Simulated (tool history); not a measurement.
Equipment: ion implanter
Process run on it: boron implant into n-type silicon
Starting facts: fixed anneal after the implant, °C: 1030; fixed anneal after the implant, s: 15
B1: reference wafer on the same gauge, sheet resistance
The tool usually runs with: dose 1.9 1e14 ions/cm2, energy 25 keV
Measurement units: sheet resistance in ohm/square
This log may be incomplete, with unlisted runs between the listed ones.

{"run": 1, "day": 0.0, "dose": 1.9, "energy": 20, "B1": 364.45, "sheet resistance": 453.77}
{"run": 2, "day": 1.929, "dose": 1.9, "energy": 20, "B1": 364.77, "sheet resistance": 448.73}
{"run": 3, "day": 3.608, "dose": 1.9, "energy": 25, "B1": 364.84, "sheet resistance": 438.11}
{"run": 4, "day": 16.542, "dose": 1.9, "energy": 25, "B1": 364.98, "sheet resistance": 441.8}
{"run": 5, "day": 18.117, "dose": 1.49, "energy": 25, "B1": 364.9, "sheet resistance": 532.81}
{"run": 6, "day": 21.754, "dose": 1.49, "energy": 25, "B1": 364.82, "sheet resistance": 529.96}
{"run": 7, "day": 23.796, "dose": 1.49, "energy": 25, "B1": 365.11, "sheet resistance": 529.89}
{"run": 8, "day": 27.238, "dose": 1.9, "energy": 25, "B1": 364.88, "sheet resistance": 435.98}
{"run": 9, "day": 30.642, "dose": 1.9, "energy": 25, "B1": 364.92, "sheet resistance": 439.23}
{"run": 10, "day": 35.062, "dose": 1.9, "energy": 25, "B1": 365.31, "sheet resistance": 438.73}
{"run": 11, "day": 36.875, "dose": 1.9, "energy": 31.5, "B1": 365.09, "sheet resistance": 421.16}
{"run": 12, "day": 39.771, "dose": 1.9, "energy": 31.5, "B1": 364.55, "sheet resistance": 424.19}
{"run": 13, "day": 43.65, "dose": 2.05, "energy": 25, "B1": 364.96, "sheet resistance": 407.55}
{"run": 14, "day": 45.225, "dose": 2.05, "energy": 25, "B1": 365.2, "sheet resistance": 406.21}
{"run": 15, "day": 47.904, "dose": 2.05, "energy": 25, "B1": 365.05, "sheet resistance": 408.01}
{"day": 50.325, "done": "extraction supply calibrated"}
{"run": 16, "day": 52.338, "dose": 1.43, "energy": 27.5, "B1": 364.62, "sheet resistance": 534.22}
{"day": 55.75, "done": "gauge calibrated"}
{"run": 17, "day": 56.617, "dose": 2.43, "energy": 28.5, "B1": 364.92, "sheet resistance": 349.25}
{"run": 18, "day": 60.9, "dose": 1.56, "energy": 25, "B1": 365.21, "sheet resistance": 505.38}
{"run": 19, "day": 64.521, "dose": 1.9, "energy": 25, "B1": 364.81, "sheet resistance": 432.75}
{"run": 20, "day": 66.662, "dose": 1.9, "energy": 25, "B1": 365.12, "sheet resistance": 433.76}
{"run": 21, "day": 68.725, "dose": 2.33, "energy": 25, "B1": 365.1, "sheet resistance": 367.43}
{"run": 22, "day": 70.746, "dose": 2.43, "energy": 33.5, "B1": 364.87, "sheet resistance": 344.33}
{"run": 23, "day": 73.167, "dose": 2.22, "energy": 20, "B1": 364.8, "sheet resistance": 393.93}
{"run": 24, "day": 77.15, "dose": 1.9, "energy": 32.5, "B1": 364.86, "sheet resistance": 417.13}

Run 25 is up next; what results do you expect?
{"day": 78.929, "done": "Faraday cup replaced and dose calibrated"}
{"run": 25, "day": 79.775, "dose": 2.23, "energy": 17, "B1": "?", "sheet resistance": "?"}

Run 25 measured B1 365.77, sheet resistance 409.18 ohm/square.
Were there no unlogged condition in the tool, this run, its random variation unchanged, would have produced sheet resistance 412.4 ohm/square.
